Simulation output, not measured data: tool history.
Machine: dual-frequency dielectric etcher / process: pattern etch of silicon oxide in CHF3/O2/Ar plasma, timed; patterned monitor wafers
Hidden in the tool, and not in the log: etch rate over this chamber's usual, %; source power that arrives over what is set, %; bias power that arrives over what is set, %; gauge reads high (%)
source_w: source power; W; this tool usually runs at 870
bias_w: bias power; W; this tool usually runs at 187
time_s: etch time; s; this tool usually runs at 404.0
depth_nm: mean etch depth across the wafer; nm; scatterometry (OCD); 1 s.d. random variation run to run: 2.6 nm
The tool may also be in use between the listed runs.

run    hour  source_w  bias_w  time_s  wafers since the last listed run  hours since the last wet clean  hours since the last source power generator calibration  hours since the last bias power generator calibration  hours since the last upper electrode change  hours since the gauge calibration  read-back reference wafer on the same gauge, depth_nm  depth_nm
  1     0.0       870     187   358.5                                 0                           139.5                                                    958.7                                                 2846.2                                       4318.6                              376.7                                                  893.3     774.6
  2    71.7       870     187   358.5                               218                           211.2                                                   1030.4                                                 2917.9                                       4390.3                              448.4                                                  893.4     770.4
  3   108.3       870     187   404.0                               111                           247.8                                                   1067.0                                                 2954.5                                       4426.9                              485.0                                                  894.7     863.9
  4   153.6       870     187   404.0                               137                           293.1                                                   1112.3                                                 2999.8                                       4472.2                              530.3                                                  895.2     868.9
  5   222.5       870     187   404.0                               209                           362.0                                                   1181.2                                                 3068.7                                       4541.1                              599.2                                                  895.3     864.7
  6   277.4       870     187   497.0                               166                           416.9                                                   1236.1                                                 3123.6                                       4596.0                              654.1                                                  894.2    1063.8
  7   335.3       870     187   497.0                               176                           474.8                                                   1294.0                                                 3181.5                                       4653.9                              712.0                                                  894.7    1059.3
      402.0  -- wet clean of the chamber
  8   402.5       870     187   404.0                               131                             0.5                                                   1361.2                                                 3248.7                                       4721.1                              779.2                                                  894.0     845.1
  9   425.1       870     187   404.0                                68                            23.1                                                   1383.8                                                 3271.3                                       4743.7                              801.8                                                  894.7     839.4
 10   477.1       870     187   404.0                               158                            75.1                                                   1435.8                                                 3323.3                                       4795.7                              853.8                                                  893.7     833.6
      514.9  -- upper electrode replaced
 11   533.2       870     187   404.0                                97                           131.2                                                   1491.9                                                 3379.4                                         18.3                              909.9                                                  893.9     836.5
      586.0  -- wet clean of the chamber, repeated, since the last time left the tool worse
 12   586.5       870     187   404.0                                89                             0.5                                                   1545.2                                                 3432.7                                         71.6                              963.2                                                  894.0     870.1
 13   650.5       870     187   404.0                               194                            64.5                                                   1609.2                                                 3496.7                                        135.6                             1027.2                                                  894.9     869.9
      661.3  -- gauge calibrated
 14   680.4       870     146   361.5                                90                            94.4                                                   1639.1                                                 3526.6                                        165.5                               19.1                                                  892.7     714.7
 15   747.4       870     187   404.0                               203                           161.4                                                   1706.1                                                 3593.6                                        232.5                               86.1                                                  894.0     866.5
 16   799.5      1030     224   404.0                               158                           213.5                                                   1758.2                                                 3645.7                                        284.6                              138.2                                                  892.5     983.8
 17   838.7       870     187   358.5                               119                           252.7                                                   1797.4                                                 3684.9                                        323.8                              177.4                                                  893.7     765.6
 18   892.0       870     187   404.0                               162                           306.0                                                   1850.7                                                 3738.2                                        377.1                              230.7                                                  894.5     863.8
      897.9  -- source power generator calibrated
 19   921.8       700     158   299.5                                78                           335.8                                                     23.9                                                 3768.0                                        406.9                              260.5                                                  894.1     549.5
 20   949.8      1070     153   303.5                                85                           363.8                                                     51.9                                                 3796.0                                        434.9                              288.5                                                  894.4     654.5
     1013.0  -- bias power generator calibrated
 21  1031.2       870     187   404.0                               235                           445.2                                                    133.3                                                   18.2                                        516.3                              369.9                                                  894.3     853.6
     1099.2  -- wet clean of the chamber
 22  1099.7       870     174   504.5                               135                             0.5                                                    201.8                                                   86.7                                        584.8                              438.4                                                  894.9    1069.2
 23  1154.1       930     149   467.5                               165                            54.9                                                    256.2                                                  141.1                                        639.2                              492.8                                                  894.5     962.7
 24  1219.4       650     150   352.0                               198                           120.2                                                    321.5                                                  206.4                                        704.5                              558.1                                                  892.7     622.1
 25  1284.1       870     187   404.0                               196                           184.9                                                    386.2                                                  271.1                                        769.2                              622.8                                                  894.6     868.8
 26  1327.0       710     187   476.0                               130                           227.8                                                    429.1                                                  314.0                                        812.1                              665.7                                                  893.1     941.3

What if the next run were any one of these 3? Each begins from the tool's condition after run 26:
  A  1327.5       870     187   404.0                                 1                           228.3                                                    429.6                                                  314.5                                        812.6                              666.2                                                      ?         ?
  B  1327.5       930     187   316.5                                 1                           228.3                                                    429.6                                                  314.5                                        812.6                              666.2                                                      ?         ?
  C  1327.5       940     187   404.0                                 1                           228.3                                                    429.6                                                  314.5                                        812.6                              666.2                                                      ?         ?

run  read-back reference wafer on the same gauge, depth_nm  depth_nm
  A                                                  894.3     865.4
  B                                                  894.3     697.1
  C                                                  894.3     893.7
Take away the tool's hidden state, keep each run's random variation, and the runs would have read:
run  depth_nm
  A     875.8
  B     705.4
  C     904.4
